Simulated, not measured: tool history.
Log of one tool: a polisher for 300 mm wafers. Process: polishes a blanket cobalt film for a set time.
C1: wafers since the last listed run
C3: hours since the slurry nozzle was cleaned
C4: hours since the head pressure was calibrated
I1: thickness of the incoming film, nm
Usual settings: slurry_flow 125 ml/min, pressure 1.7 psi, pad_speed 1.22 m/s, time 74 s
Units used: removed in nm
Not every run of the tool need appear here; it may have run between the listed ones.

run 1 day=0 | slurry_flow=125 pressure=1.7 pad_speed=1.22 time=74 | C1=0 wafers_polished_on_this_pad=1453 C3=49.2 C4=151.3 | I1=1395.7 | removed=340.4
run 2 day=2.104 | slurry_flow=125 pressure=1.7 pad_speed=1.22 time=74 | C1=631 wafers_polished_on_this_pad=2084 C3=99.7 C4=201.8 | I1=1395.7 | removed=341.3
run 3 day=4.054 | slurry_flow=125 pressure=1.7 pad_speed=1.22 time=74 | C1=584 wafers_polished_on_this_pad=2669 C3=146.5 C4=248.6 | I1=1404.5 | removed=332.5
-- day=5.354 worn pad replaced by a new one
run 4 day=6.325 | slurry_flow=125 pressure=1.7 pad_speed=1.22 time=74 | C1=631 wafers_polished_on_this_pad=291 C3=201 C4=303.1 | I1=1391.8 | removed=351.9
run 5 day=8.358 | slurry_flow=125 pressure=1.7 pad_speed=1.22 time=74 | C1=609 wafers_polished_on_this_pad=901 C3=249.8 C4=351.9 | I1=1398.3 | removed=343.9
-- day=17.142 worn pad replaced by a new one
run 6 day=19.85 | slurry_flow=125 pressure=1.7 pad_speed=1.22 time=74 | C1=3396 wafers_polished_on_this_pad=811 C3=525.6 C4=627.7 | I1=1405 | removed=349.9
run 7 day=21.512 | slurry_flow=125 pressure=1.7 pad_speed=1.22 time=74 | C1=498 wafers_polished_on_this_pad=1310 C3=565.5 C4=667.6 | I1=1385.9 | removed=349.1
run 8 day=23.746 | slurry_flow=125 pressure=1.7 pad_speed=1.22 time=74 | C1=669 wafers_polished_on_this_pad=1980 C3=619.1 C4=721.2 | I1=1407.8 | removed=343.6
run 9 day=26.617 | slurry_flow=125 pressure=1.7 pad_speed=1.22 time=74 | C1=860 wafers_polished_on_this_pad=2841 C3=688 C4=790.1 | I1=1389.2 | removed=335.5
-- day=27.042 worn pad replaced by a new one
-- day=27.942 slurry nozzle cleaned
run 10 day=30.55 | slurry_flow=80 pressure=1.7 pad_speed=1.22 time=74 | C1=1117 wafers_polished_on_this_pad=1039 C3=62.6 C4=884.5 | I1=1373 | removed=330.8
run 11 day=33.425 | slurry_flow=125 pressure=1.1 pad_speed=1.58 time=49 | C1=862 wafers_polished_on_this_pad=1901 C3=131.6 C4=953.5 | I1=1385 | removed=170.7
-- day=37.479 worn pad replaced by a new one
run 12 day=37.5 | slurry_flow=125 pressure=1.7 pad_speed=1.22 time=56 | C1=1172 wafers_polished_on_this_pad=6 C3=229.4 C4=1051.3 | I1=1401.7 | removed=267.8
-- day=40.317 head pressure recalibrated
run 13 day=43.721 | slurry_flow=105 pressure=1.5 pad_speed=1 time=56 | C1=1840 wafers_polished_on_this_pad=1846 C3=378.7 C4=81.7 | I1=1393.4 | removed=199.7
run 14 day=47.342 | slurry_flow=125 pressure=1.9 pad_speed=1.22 time=83 | C1=1085 wafers_polished_on_this_pad=2932 C3=465.6 C4=168.6 | I1=1390.3 | removed=412.4
-- day=49.562 worn pad replaced by a new one
run 15 day=49.583 | slurry_flow=125 pressure=1.7 pad_speed=0.88 time=82 | C1=622 wafers_polished_on_this_pad=6 C3=519.4 C4=222.4 | I1=1393.8 | removed=326.2
-- day=53.088 slurry nozzle cleaned
run 16 day=53.196 | slurry_flow=90 pressure=1.7 pad_speed=1.22 time=97 | C1=1070 wafers_polished_on_this_pad=1076 C3=2.6 C4=309.1 | I1=1390.8 | removed=433.2
run 17 day=55.812 | slurry_flow=125 pressure=1.7 pad_speed=1.22 time=74 | C1=784 wafers_polished_on_this_pad=1861 C3=65.4 C4=371.9 | I1=1387.5 | removed=341.6

What if the next run were any one of these 5? Each begins from the tool's condition after run 17:
run A day=55.829 | slurry_flow=125 pressure=1.7 pad_speed=1.22 time=74 | C1=4 wafers_polished_on_this_pad=1866 C3=65.8 C4=372.3 | I1=1371.9 | removed=?
run B day=55.829 | slurry_flow=95 pressure=2.2 pad_speed=1.22 time=74 | C1=4 wafers_polished_on_this_pad=1866 C3=65.8 C4=372.3 | I1=1371.9 | removed=?
run C day=55.829 | slurry_flow=125 pressure=1.7 pad_speed=1.22 time=92 | C1=4 wafers_polished_on_this_pad=1866 C3=65.8 C4=372.3 | I1=1371.9 | removed=?
run D day=55.829 | slurry_flow=165 pressure=1.9 pad_speed=1.54 time=67 | C1=4 wafers_polished_on_this_pad=1866 C3=65.8 C4=372.3 | I1=1371.9 | removed=?
run E day=55.829 | slurry_flow=160 pressure=1.7 pad_speed=1.22 time=65 | C1=4 wafers_polished_on_this_pad=1866 C3=65.8 C4=372.3 | I1=1371.9 | removed=?

run=A removed=339.4
run=B removed=424.4
run=C removed=421.9
run=D removed=410.9
run=E removed=307.1
With no hidden state in the tool, these same runs would have given:
run=A removed=353.5
run=B removed=442.1
run=C removed=439.5
run=D removed=428
run=E removed=319.8
